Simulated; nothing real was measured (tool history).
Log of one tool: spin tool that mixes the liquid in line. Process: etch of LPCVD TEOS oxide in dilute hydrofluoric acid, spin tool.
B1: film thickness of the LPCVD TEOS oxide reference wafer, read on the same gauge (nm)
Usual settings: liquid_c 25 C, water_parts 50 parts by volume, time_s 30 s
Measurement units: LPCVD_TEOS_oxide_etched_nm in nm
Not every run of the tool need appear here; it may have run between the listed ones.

{"run": 1, "hour": 0.0, "liquid_c": 24, "water_parts": 50, "time_s": 30, "B1": 154.45, "LPCVD_TEOS_oxide_etched_nm": 24.09}
{"run": 2, "hour": 28.8, "liquid_c": 24, "water_parts": 50, "time_s": 30, "B1": 154.69, "LPCVD_TEOS_oxide_etched_nm": 24.49}
{"run": 3, "hour": 91.3, "liquid_c": 25, "water_parts": 50, "time_s": 20, "B1": 155.25, "LPCVD_TEOS_oxide_etched_nm": 16.93}
{"run": 4, "hour": 117.5, "liquid_c": 25, "water_parts": 50, "time_s": 20, "B1": 155.54, "LPCVD_TEOS_oxide_etched_nm": 16.9}
{"run": 5, "hour": 177.0, "liquid_c": 25, "water_parts": 50, "time_s": 30, "B1": 156.18, "LPCVD_TEOS_oxide_etched_nm": 25.11}
{"run": 6, "hour": 246.6, "liquid_c": 25, "water_parts": 35, "time_s": 30, "B1": 156.91, "LPCVD_TEOS_oxide_etched_nm": 37.33}
{"run": 7, "hour": 302.0, "liquid_c": 25, "water_parts": 35, "time_s": 30, "B1": 157.58, "LPCVD_TEOS_oxide_etched_nm": 36.97}
{"run": 8, "hour": 348.9, "liquid_c": 25, "water_parts": 50, "time_s": 30, "B1": 158.1, "LPCVD_TEOS_oxide_etched_nm": 25.55}
{"run": 9, "hour": 397.3, "liquid_c": 25, "water_parts": 50, "time_s": 30, "B1": 158.76, "LPCVD_TEOS_oxide_etched_nm": 25.62}
{"hour": 399.6, "done": "gauge calibrated"}
{"run": 10, "hour": 462.5, "liquid_c": 25, "water_parts": 50, "time_s": 30, "B1": 149.93, "LPCVD_TEOS_oxide_etched_nm": 24.16}
{"hour": 476.1, "done": "hydrofluoric acid flow meter replaced"}
{"run": 11, "hour": 526.6, "liquid_c": 25, "water_parts": 40, "time_s": 30, "B1": 150.04, "LPCVD_TEOS_oxide_etched_nm": 30.4}
{"hour": 557.4, "done": "thermometer replaced"}
{"run": 12, "hour": 571.1, "liquid_c": 25, "water_parts": 40, "time_s": 30, "B1": 150.05, "LPCVD_TEOS_oxide_etched_nm": 31.02}
{"run": 13, "hour": 618.3, "liquid_c": 25, "water_parts": 40, "time_s": 30, "B1": 150.15, "LPCVD_TEOS_oxide_etched_nm": 30.99}
{"run": 14, "hour": 670.5, "liquid_c": 27, "water_parts": 50, "time_s": 30, "B1": 150.29, "LPCVD_TEOS_oxide_etched_nm": 26.09}
{"run": 15, "hour": 720.1, "liquid_c": 28.5, "water_parts": 70, "time_s": 30, "B1": 150.46, "LPCVD_TEOS_oxide_etched_nm": 19.67}
{"run": 16, "hour": 745.9, "liquid_c": 27.5, "water_parts": 30, "time_s": 15, "B1": 150.56, "LPCVD_TEOS_oxide_etched_nm": 23.23}
{"run": 17, "hour": 800.5, "liquid_c": 25, "water_parts": 50, "time_s": 30, "B1": 150.72, "LPCVD_TEOS_oxide_etched_nm": 24.73}
{"run": 18, "hour": 845.7, "liquid_c": 25, "water_parts": 70, "time_s": 30, "B1": 150.97, "LPCVD_TEOS_oxide_etched_nm": 16.98}
{"run": 19, "hour": 900.3, "liquid_c": 27.5, "water_parts": 75, "time_s": 25, "B1": 151.18, "LPCVD_TEOS_oxide_etched_nm": 14.53}
{"run": 20, "hour": 938.7, "liquid_c": 25, "water_parts": 50, "time_s": 30, "B1": 151.37, "LPCVD_TEOS_oxide_etched_nm": 24.74}
{"hour": 960.0, "done": "hydrofluoric acid flow meter replaced"}
{"run": 21, "hour": 1006.8, "liquid_c": 25, "water_parts": 30, "time_s": 30, "B1": 151.7, "LPCVD_TEOS_oxide_etched_nm": 41.78}
{"run": 22, "hour": 1034.0, "liquid_c": 29, "water_parts": 50, "time_s": 30, "B1": 151.91, "LPCVD_TEOS_oxide_etched_nm": 28.77}
{"run": 23, "hour": 1084.7, "liquid_c": 25, "water_parts": 50, "time_s": 30, "B1": 152.25, "LPCVD_TEOS_oxide_etched_nm": 24.81}
{"run": 24, "hour": 1117.6, "liquid_c": 25, "water_parts": 55, "time_s": 30, "B1": 152.47, "LPCVD_TEOS_oxide_etched_nm": 22.21}
{"run": 25, "hour": 1165.6, "liquid_c": 28, "water_parts": 50, "time_s": 30, "B1": 152.74, "LPCVD_TEOS_oxide_etched_nm": 27.83}
{"run": 26, "hour": 1199.2, "liquid_c": 25, "water_parts": 50, "time_s": 30, "B1": 153.08, "LPCVD_TEOS_oxide_etched_nm": 24.71}
{"run": 27, "hour": 1264.4, "liquid_c": 25, "water_parts": 50, "time_s": 30, "B1": 153.59, "LPCVD_TEOS_oxide_etched_nm": 24.64}

Each row is a separate what-if for the run after 27, all from the same tool condition, not one after another. Results?
{"run": "A", "hour": 1264.8, "liquid_c": 25, "water_parts": 50, "time_s": 30, "B1": "?", "LPCVD_TEOS_oxide_etched_nm": "?"}
{"run": "B", "hour": 1264.8, "liquid_c": 21, "water_parts": 50, "time_s": 20, "B1": "?", "LPCVD_TEOS_oxide_etched_nm": "?"}
{"run": "C", "hour": 1264.8, "liquid_c": 25, "water_parts": 25, "time_s": 30, "B1": "?", "LPCVD_TEOS_oxide_etched_nm": "?"}

run=A B1=153.54 LPCVD_TEOS_oxide_etched_nm=25.07
run=B B1=153.54 LPCVD_TEOS_oxide_etched_nm=14.16
run=C B1=153.54 LPCVD_TEOS_oxide_etched_nm=51.9
Had the tool no hidden state, the same runs would have come out as:
run=A LPCVD_TEOS_oxide_etched_nm=24.49
run=B LPCVD_TEOS_oxide_etched_nm=13.83
run=C LPCVD_TEOS_oxide_etched_nm=50.69
